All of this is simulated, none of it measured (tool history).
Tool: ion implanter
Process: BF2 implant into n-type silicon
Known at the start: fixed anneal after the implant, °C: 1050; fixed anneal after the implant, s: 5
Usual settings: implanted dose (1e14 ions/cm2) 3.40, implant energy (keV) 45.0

run	hour	implanted dose (1e14 ions/cm2)	implant energy (keV)	read-back reference wafer on the same gauge, sheet resistance	sheet resistance of the implanted and annealed layer (ohm/square)
1	0.0	4.13	37.0	357.03	292.50
2	69.9	3.40	51.5	357.07	332.13
3	113.8	3.40	51.5	357.02	332.20
4	181.1	3.40	51.5	356.98	330.90
5	260.5	3.40	35.0	356.97	348.32
6	344.5	3.40	35.0	357.14	346.03
7	386.9	3.40	38.0	356.99	343.43
8	453.4	3.40	38.0	356.93	343.86
9	502.2	2.92	51.0	357.15	376.08
10	588.0	2.92	51.0	356.77	375.59
11	668.6	2.92	51.0	356.78	373.52
12	813.5	3.40	57.5	356.94	325.20
13	852.0	3.40	57.5	357.04	327.72
14	889.8	3.40	57.5	357.29	325.75
15	930.4	3.40	45.0	356.89	336.33
16	988.1	3.40	45.0	356.98	334.91
17	1064.1	3.40	39.5	356.83	340.18
# hour 1133.3: extraction supply calibrated
18	1164.9	3.40	45.0	356.94	335.40
19	1222.9	3.40	45.0	357.03	334.00
20	1320.9	4.19	40.5	356.97	282.63
21	1381.3	2.48	31.0	357.11	453.09
22	1694.2	3.40	39.0	356.95	336.80
23	1760.0	3.40	45.0	357.22	332.55
24	1830.4	3.40	45.0	356.74	332.83
# hour 1859.4: gauge calibrated
# hour 1913.3: Faraday cup replaced and dose calibrated
25	1913.8	3.40	56.0	357.05	329.95
26	1981.5	4.32	45.0	357.07	276.08
27	2077.6	3.40	38.5	356.84	344.05
28	2171.2	4.01	49.5	356.99	292.16
29	2242.9	2.85	60.0	357.20	377.14
30	2314.6	2.60	29.5	356.98	443.86
31	2363.5	3.40	45.0	357.07	339.31
32	2453.4	3.40	35.0	357.10	346.08
33	2549.9	4.01	49.5	356.90	291.30
34	2653.3	3.40	57.0	357.30	327.49
35	2748.8	3.40	45.0	357.09	337.26
36	2925.9	4.31	53.5	356.96	270.84
37	3024.7	2.95	53.5	357.13	368.24

Forecast each of these 4 alternatives for the next run:
A	3025.1	3.40	40.5	?	?
B	3025.1	4.34	40.0	?	?
C	3025.1	3.77	32.5	?	?
D	3025.1	3.13	33.0	?	?

run	read-back reference wafer on the same gauge, sheet resistance	sheet resistance of the implanted and annealed layer (ohm/square)
A	357.02	339.42
B	357.02	276.49
C	357.02	318.07
D	357.02	372.07
Without the tool's hidden state the same runs would have given:
run	sheet resistance of the implanted and annealed layer (ohm/square)
A	340.48
B	277.36
C	319.08
D	373.24
